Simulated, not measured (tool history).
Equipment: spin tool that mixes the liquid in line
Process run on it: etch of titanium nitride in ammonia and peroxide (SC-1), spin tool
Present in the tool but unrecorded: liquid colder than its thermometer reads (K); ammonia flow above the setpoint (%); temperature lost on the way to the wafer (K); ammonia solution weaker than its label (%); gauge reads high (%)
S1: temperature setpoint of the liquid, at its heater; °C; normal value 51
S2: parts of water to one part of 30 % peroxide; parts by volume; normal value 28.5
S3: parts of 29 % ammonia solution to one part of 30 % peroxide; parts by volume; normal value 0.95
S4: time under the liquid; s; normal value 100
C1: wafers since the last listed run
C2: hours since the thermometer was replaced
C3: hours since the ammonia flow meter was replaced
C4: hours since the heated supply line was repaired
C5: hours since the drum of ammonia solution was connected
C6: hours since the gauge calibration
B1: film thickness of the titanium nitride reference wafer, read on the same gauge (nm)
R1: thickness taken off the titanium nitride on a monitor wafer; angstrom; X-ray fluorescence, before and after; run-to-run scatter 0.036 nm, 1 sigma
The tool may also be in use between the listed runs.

run,hour,S1,S2,S3,S4,C1,C2,C3,C4,C5,C6,B1,R1
1,0,51,18.5,0.95,100,0,660.9,1581.9,1907,249,369,90.01,58.3
2,67,55,28.5,0.95,100,454,727.9,1648.9,1974,316,436,90,61
3,137.2,51,28.5,0.95,100,476,798.1,1719.1,2044.2,386.2,506.2,90.01,45.8
4,280.1,51,28.5,0.95,100,969,941,1862,2187.1,529.1,649.1,90.02,45.5
5,345.4,51,28.5,0.95,100,443,1006.3,1927.3,2252.4,594.4,714.4,90,45.3
# hour 357.1: ammonia flow meter replaced
6,408.7,51,28.5,0.95,100,422,1069.6,51.6,2315.7,657.7,777.7,90.01,44.9
7,472.4,51,28.5,0.95,100,432,1133.3,115.3,2379.4,721.4,841.4,90.06,44.7
8,500.4,51,28.5,0.95,100,189,1161.3,143.3,2407.4,749.4,869.4,89.99,43.7
# hour 542.4: thermometer replaced
9,549.7,51,28.5,0.95,100,327,7.3,192.6,2456.7,798.7,918.7,90.01,44.2
10,574.3,51,35,1.15,120,166,31.9,217.2,2481.3,823.3,943.3,89.99,48.6
11,627.6,61,28.5,0.95,100,361,85.2,270.5,2534.6,876.6,996.6,89.95,87.6
12,689.2,51,28.5,0.5,100,417,146.8,332.1,2596.2,938.2,1058.2,90.02,38.6
# hour 722.5: gauge calibrated
13,723.7,51,18.5,0.95,100,234,181.3,366.6,2630.7,972.7,1.2,89.99,54.8
# hour 754.2: new drum of ammonia solution connected
14,780.2,45.5,39.5,0.95,55,376,237.8,423.1,2687.2,26,57.7,90.05,13.5
# hour 794: heated supply line repaired
15,812.2,51,38,0.95,65,210,269.8,455.1,18.2,58,89.7,89.96,29.6
16,855.2,51,28.5,0.95,100,291,312.8,498.1,61.2,101,132.7,90.01,53.3
17,894,55.5,21.5,1.2,100,263,351.6,536.9,100,139.8,171.5,89.99,88.3
18,933.7,47.5,38,0.7,120,269,391.3,576.6,139.7,179.5,211.2,89.98,40.1
19,1004.9,44.5,42,0.95,75,483,462.5,647.8,210.9,250.7,282.4,89.97,20.3

Hidden state at the last listed run before each entry between runs and at the first one after, where it differs:
Logged between run 5 and run 6: ammonia flow meter replaced (hour 357.1)
  temperature lost on the way to the wafer (K): 2.68 -> 2.74
  what was measured, less what the result would be without the hidden state, R1: -9.3 -> -9.5 angstrom
Logged between run 8 and run 9: thermometer replaced (hour 542.4)
  temperature lost on the way to the wafer (K): 2.83 -> 2.88
  what was measured, less what the result would be without the hidden state, R1: -9.6 -> -9.9 angstrom
Logged between run 12 and run 13: gauge calibrated (hour 722.5)
  temperature lost on the way to the wafer (K): 3.02 -> 3.06
  what was measured, less what the result would be without the hidden state, R1: -9.1 -> -13.1 angstrom
Logged between run 13 and run 14: new drum of ammonia solution connected (hour 754.2)
  temperature lost on the way to the wafer (K): 3.06 -> 3.11
  what was measured, less what the result would be without the hidden state, R1: -13.1 -> -3.4 angstrom
Logged between run 14 and run 15: heated supply line repaired (hour 794)
  temperature lost on the way to the wafer (K): 3.11 -> 0.0906
  what was measured, less what the result would be without the hidden state, R1: -3.4 -> -0.2 angstrom

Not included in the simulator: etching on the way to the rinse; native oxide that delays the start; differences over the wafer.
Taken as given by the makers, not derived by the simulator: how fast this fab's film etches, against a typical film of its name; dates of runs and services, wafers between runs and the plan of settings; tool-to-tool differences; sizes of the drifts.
